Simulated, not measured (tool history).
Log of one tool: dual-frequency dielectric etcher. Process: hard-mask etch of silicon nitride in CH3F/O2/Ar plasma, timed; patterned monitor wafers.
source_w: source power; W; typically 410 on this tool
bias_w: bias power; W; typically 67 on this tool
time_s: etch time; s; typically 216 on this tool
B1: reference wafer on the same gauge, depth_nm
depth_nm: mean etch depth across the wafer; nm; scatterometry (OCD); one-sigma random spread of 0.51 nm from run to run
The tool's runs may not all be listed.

run 1 hour=0 | source_w=360 bias_w=67 time_s=264 | B1=129.9 | depth_nm=165.6
run 2 hour=11.5 | source_w=360 bias_w=67 time_s=264 | B1=130.1 | depth_nm=165.9
run 3 hour=25.8 | source_w=410 bias_w=67 time_s=216 | B1=130.1 | depth_nm=140.7
run 4 hour=35.8 | source_w=410 bias_w=67 time_s=216 | B1=130 | depth_nm=139.8
run 5 hour=49.3 | source_w=410 bias_w=67 time_s=216 | B1=129.9 | depth_nm=141
run 6 hour=64.2 | source_w=410 bias_w=67 time_s=200.5 | B1=129.8 | depth_nm=130.4
run 7 hour=75.4 | source_w=410 bias_w=67 time_s=200.5 | B1=130 | depth_nm=130
run 8 hour=87.3 | source_w=410 bias_w=67 time_s=200.5 | B1=130.1 | depth_nm=129.3
run 9 hour=105.1 | source_w=410 bias_w=67 time_s=216 | B1=130 | depth_nm=140.3
run 10 hour=120.5 | source_w=410 bias_w=67 time_s=216 | B1=130 | depth_nm=139.7
run 11 hour=138.1 | source_w=410 bias_w=67 time_s=216 | B1=130 | depth_nm=138.8
-- hour=166.2 wet clean of the chamber
run 12 hour=166.7 | source_w=410 bias_w=67 time_s=216 | B1=129.8 | depth_nm=144.5
run 13 hour=167.1 | source_w=410 bias_w=67 time_s=216 | B1=130.1 | depth_nm=143.6
run 14 hour=167.5 | source_w=410 bias_w=67 time_s=216 | B1=130.1 | depth_nm=143.6
run 15 hour=176.7 | source_w=410 bias_w=67 time_s=216 | B1=129.9 | depth_nm=144.2
run 16 hour=191.7 | source_w=410 bias_w=67 time_s=216 | B1=129.8 | depth_nm=143.3
-- hour=194.1 gauge calibrated
run 17 hour=208.8 | source_w=410 bias_w=67 time_s=216 | B1=130.1 | depth_nm=142.8
run 18 hour=218.1 | source_w=370 bias_w=55 time_s=154.5 | B1=130.1 | depth_nm=93.2
-- hour=222.5 source power generator calibrated
run 19 hour=253.1 | source_w=320 bias_w=59 time_s=279.5 | B1=130.1 | depth_nm=164
-- hour=286.6 upper electrode replaced
run 20 hour=287.1 | source_w=480 bias_w=80 time_s=216 | B1=130 | depth_nm=158.2
run 21 hour=287.6 | source_w=490 bias_w=67 time_s=253.5 | B1=130.1 | depth_nm=176.7
run 22 hour=307.5 | source_w=330 bias_w=67 time_s=152 | B1=130.2 | depth_nm=93.8
-- hour=314.6 bias power generator calibrated
run 23 hour=323.7 | source_w=410 bias_w=67 time_s=216 | B1=130 | depth_nm=141.6
run 24 hour=341.6 | source_w=480 bias_w=52 time_s=197 | B1=130.2 | depth_nm=126.3
run 25 hour=359.4 | source_w=440 bias_w=59 time_s=216 | B1=130 | depth_nm=139.8
run 26 hour=371.9 | source_w=480 bias_w=67 time_s=216 | B1=130.1 | depth_nm=148.6
run 27 hour=378.9 | source_w=510 bias_w=55 time_s=159 | B1=130 | depth_nm=105.1
run 28 hour=396.1 | source_w=320 bias_w=62 time_s=267.5 | B1=129.9 | depth_nm=157.3
run 29 hour=413.3 | source_w=500 bias_w=58 time_s=155 | B1=130.1 | depth_nm=103.2

Predict each of these 5 candidate next runs independently; none follows another, all start after run 29:
run A hour=413.8 | source_w=410 bias_w=67 time_s=216 | B1=? | depth_nm=?
run B hour=413.8 | source_w=350 bias_w=84 time_s=238 | B1=? | depth_nm=?
run C hour=413.8 | source_w=410 bias_w=80 time_s=216 | B1=? | depth_nm=?
run D hour=413.8 | source_w=440 bias_w=52 time_s=262 | B1=? | depth_nm=?
run E hour=413.8 | source_w=450 bias_w=72 time_s=274 | B1=? | depth_nm=?

run=A B1=130 depth_nm=141.1
run=B B1=130 depth_nm=158.9
run=C B1=130 depth_nm=149.1
run=D B1=130 depth_nm=162.6
run=E B1=130 depth_nm=188.5
Stripped of hidden state, with their random variation kept, the same runs would have yielded:
run=A depth_nm=145.1
run=B depth_nm=163.4
run=C depth_nm=153.3
run=D depth_nm=167.2
run=E depth_nm=193.8

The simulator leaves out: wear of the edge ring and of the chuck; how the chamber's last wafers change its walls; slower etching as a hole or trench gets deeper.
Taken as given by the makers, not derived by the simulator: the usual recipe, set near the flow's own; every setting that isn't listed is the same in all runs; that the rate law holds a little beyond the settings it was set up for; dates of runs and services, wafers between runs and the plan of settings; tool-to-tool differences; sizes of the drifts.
